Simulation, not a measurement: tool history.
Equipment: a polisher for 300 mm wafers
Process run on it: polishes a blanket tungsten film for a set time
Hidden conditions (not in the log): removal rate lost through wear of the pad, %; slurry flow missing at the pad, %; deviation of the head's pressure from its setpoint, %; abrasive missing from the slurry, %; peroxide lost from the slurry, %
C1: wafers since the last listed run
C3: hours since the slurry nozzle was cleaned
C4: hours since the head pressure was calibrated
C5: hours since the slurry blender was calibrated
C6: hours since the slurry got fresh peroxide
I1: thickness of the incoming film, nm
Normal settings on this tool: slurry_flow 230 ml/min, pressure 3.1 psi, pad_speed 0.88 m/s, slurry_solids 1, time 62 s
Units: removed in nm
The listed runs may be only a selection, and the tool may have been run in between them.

run 1 hour=0 | slurry_flow=230 pressure=3.1 pad_speed=0.88 slurry_solids=1 time=62 | C1=0 wafers_polished_on_this_pad=11 C3=634.7 C4=866.8 C5=241.2 C6=36.6 | I1=1039.3 | removed=158.5
run 2 hour=8.4 | slurry_flow=230 pressure=3.1 pad_speed=0.88 slurry_solids=1 time=62 | C1=134 wafers_polished_on_this_pad=146 C3=643.1 C4=875.2 C5=249.6 C6=45 | I1=1059.5 | removed=162.7
run 3 hour=21.2 | slurry_flow=230 pressure=3.1 pad_speed=0.88 slurry_solids=1 time=62 | C1=204 wafers_polished_on_this_pad=351 C3=655.9 C4=888 C5=262.4 C6=57.8 | I1=1048.6 | removed=157.8
-- hour=27.9 slurry tank refilled with fresh slurry and peroxide
run 4 hour=28.4 | slurry_flow=230 pressure=3.1 pad_speed=0.88 slurry_solids=1 time=70 | C1=99 wafers_polished_on_this_pad=450 C3=663.1 C4=895.2 C5=269.6 C6=0.5 | I1=1046.3 | removed=181
run 5 hour=35.6 | slurry_flow=230 pressure=3.1 pad_speed=0.88 slurry_solids=1 time=70 | C1=115 wafers_polished_on_this_pad=565 C3=670.3 C4=902.4 C5=276.8 C6=7.7 | I1=1056 | removed=178.3
run 6 hour=47.9 | slurry_flow=230 pressure=3.1 pad_speed=0.88 slurry_solids=1 time=62 | C1=196 wafers_polished_on_this_pad=762 C3=682.6 C4=914.7 C5=289.1 C6=20 | I1=1063.1 | removed=158.4
run 7 hour=57.3 | slurry_flow=230 pressure=3.1 pad_speed=0.88 slurry_solids=1 time=62 | C1=150 wafers_polished_on_this_pad=913 C3=692 C4=924.1 C5=298.5 C6=29.4 | I1=1048.5 | removed=156.6
run 8 hour=66 | slurry_flow=230 pressure=3.1 pad_speed=0.88 slurry_solids=1 time=62 | C1=139 wafers_polished_on_this_pad=1052 C3=700.7 C4=932.8 C5=307.2 C6=38.1 | I1=1062.2 | removed=158.9
-- hour=70.1 worn pad replaced by a new one
-- hour=93 slurry tank refilled with fresh slurry and peroxide
run 9 hour=114.7 | slurry_flow=230 pressure=3.1 pad_speed=0.88 slurry_solids=1 time=62 | C1=699 wafers_polished_on_this_pad=698 C3=749.4 C4=981.5 C5=355.9 C6=21.7 | I1=1047.8 | removed=152.8
-- hour=125.3 worn pad replaced by a new one
run 10 hour=126.1 | slurry_flow=230 pressure=3.8 pad_speed=0.88 slurry_solids=1 time=62 | C1=118 wafers_polished_on_this_pad=13 C3=760.8 C4=992.9 C5=367.3 C6=33.1 | I1=1060.1 | removed=185.1
-- hour=131 head pressure recalibrated
-- hour=133.5 slurry blender recalibrated
-- hour=138.1 slurry nozzle cleaned
run 11 hour=140.6 | slurry_flow=230 pressure=3.8 pad_speed=0.88 slurry_solids=1 time=62 | C1=152 wafers_polished_on_this_pad=165 C3=2.5 C4=9.6 C5=7.1 C6=47.6 | I1=1043.1 | removed=207.1
-- hour=159.6 slurry tank refilled with fresh slurry and peroxide
run 12 hour=172.7 | slurry_flow=230 pressure=3.8 pad_speed=0.88 slurry_solids=1 time=62 | C1=497 wafers_polished_on_this_pad=663 C3=34.6 C4=41.7 C5=39.2 C6=13.1 | I1=1066.8 | removed=204.4
-- hour=189.7 worn pad replaced by a new one
run 13 hour=190.2 | slurry_flow=295 pressure=2.8 pad_speed=0.88 slurry_solids=1 time=62 | C1=216 wafers_polished_on_this_pad=7 C3=52.1 C4=59.2 C5=56.7 C6=30.6 | I1=1060.7 | removed=160.7
run 14 hour=201.5 | slurry_flow=230 pressure=3.7 pad_speed=0.88 slurry_solids=1 time=62 | C1=180 wafers_polished_on_this_pad=188 C3=63.4 C4=70.5 C5=68 C6=41.9 | I1=1033 | removed=197.8
run 15 hour=219.4 | slurry_flow=230 pressure=3.1 pad_speed=0.88 slurry_solids=1 time=62 | C1=286 wafers_polished_on_this_pad=474 C3=81.3 C4=88.4 C5=85.9 C6=59.8 | I1=1062.5 | removed=170.7
run 16 hour=225.5 | slurry_flow=230 pressure=3.9 pad_speed=0.74 slurry_solids=0.75 time=48 | C1=97 wafers_polished_on_this_pad=572 C3=87.4 C4=94.5 C5=92 C6=65.9 | I1=1054.7 | removed=132.3
run 17 hour=237.5 | slurry_flow=230 pressure=2.5 pad_speed=0.88 slurry_solids=1 time=76 | C1=192 wafers_polished_on_this_pad=764 C3=99.4 C4=106.5 C5=104 C6=77.9 | I1=1048.9 | removed=177.5
-- hour=240.9 slurry tank refilled with fresh slurry and peroxide
run 18 hour=249 | slurry_flow=230 pressure=2.7 pad_speed=0.88 slurry_solids=1.15 time=62 | C1=168 wafers_polished_on_this_pad=932 C3=110.9 C4=118 C5=115.5 C6=8.1 | I1=1033.9 | removed=153.7
-- hour=257 worn pad replaced by a new one
run 19 hour=257.7 | slurry_flow=230 pressure=3.1 pad_speed=0.88 slurry_solids=1 time=62 | C1=75 wafers_polished_on_this_pad=11 C3=119.6 C4=126.7 C5=124.2 C6=16.8 | I1=1045.3 | removed=170.1
run 20 hour=272.1 | slurry_flow=230 pressure=3.9 pad_speed=0.74 slurry_solids=0.75 time=48 | C1=230 wafers_polished_on_this_pad=241 C3=134 C4=141.1 C5=138.6 C6=31.2 | I1=1051.2 | removed=130.3
run 21 hour=286.7 | slurry_flow=230 pressure=3.5 pad_speed=0.88 slurry_solids=1 time=62 | C1=233 wafers_polished_on_this_pad=475 C3=148.6 C4=155.7 C5=153.2 C6=45.8 | I1=1056.8 | removed=187.5
run 22 hour=299 | slurry_flow=230 pressure=2.1 pad_speed=0.88 slurry_solids=1.15 time=54 | C1=196 wafers_polished_on_this_pad=672 C3=160.9 C4=168 C5=165.5 C6=58.1 | I1=1030.7 | removed=110.2
run 23 hour=306.2 | slurry_flow=190 pressure=3.6 pad_speed=0.88 slurry_solids=1.15 time=44 | C1=115 wafers_polished_on_this_pad=787 C3=168.1 C4=175.2 C5=172.7 C6=65.3 | I1=1064.9 | removed=134.3
-- hour=312.1 slurry tank refilled with fresh slurry and peroxide
run 24 hour=314.5 | slurry_flow=305 pressure=3.1 pad_speed=0.88 slurry_solids=1.2 time=41 | C1=116 wafers_polished_on_this_pad=904 C3=176.4 C4=183.5 C5=181 C6=2.4 | I1=1049.7 | removed=120.1

Branching from run 24: 3 alternative next runs. What would each branch give?
run A hour=314.9 | slurry_flow=230 pressure=3.1 pad_speed=0.88 slurry_solids=1 time=62 | C1=6 wafers_polished_on_this_pad=910 C3=176.8 C4=183.9 C5=181.4 C6=2.8 | I1=1064.3 | removed=?
run B hour=314.9 | slurry_flow=265 pressure=2.6 pad_speed=0.64 slurry_solids=1.1 time=62 | C1=6 wafers_polished_on_this_pad=910 C3=176.8 C4=183.9 C5=181.4 C6=2.8 | I1=1064.3 | removed=?
run C hour=314.9 | slurry_flow=280 pressure=3.6 pad_speed=0.68 slurry_solids=1 time=49 | C1=6 wafers_polished_on_this_pad=910 C3=176.8 C4=183.9 C5=181.4 C6=2.8 | I1=1064.3 | removed=?

run=A removed=168.3
run=B removed=108.9
run=C removed=120.4
Stripped of hidden state, with their random variation kept, the same runs would have yielded:
run=A removed=172.4
run=B removed=111.2
run=C removed=122.8
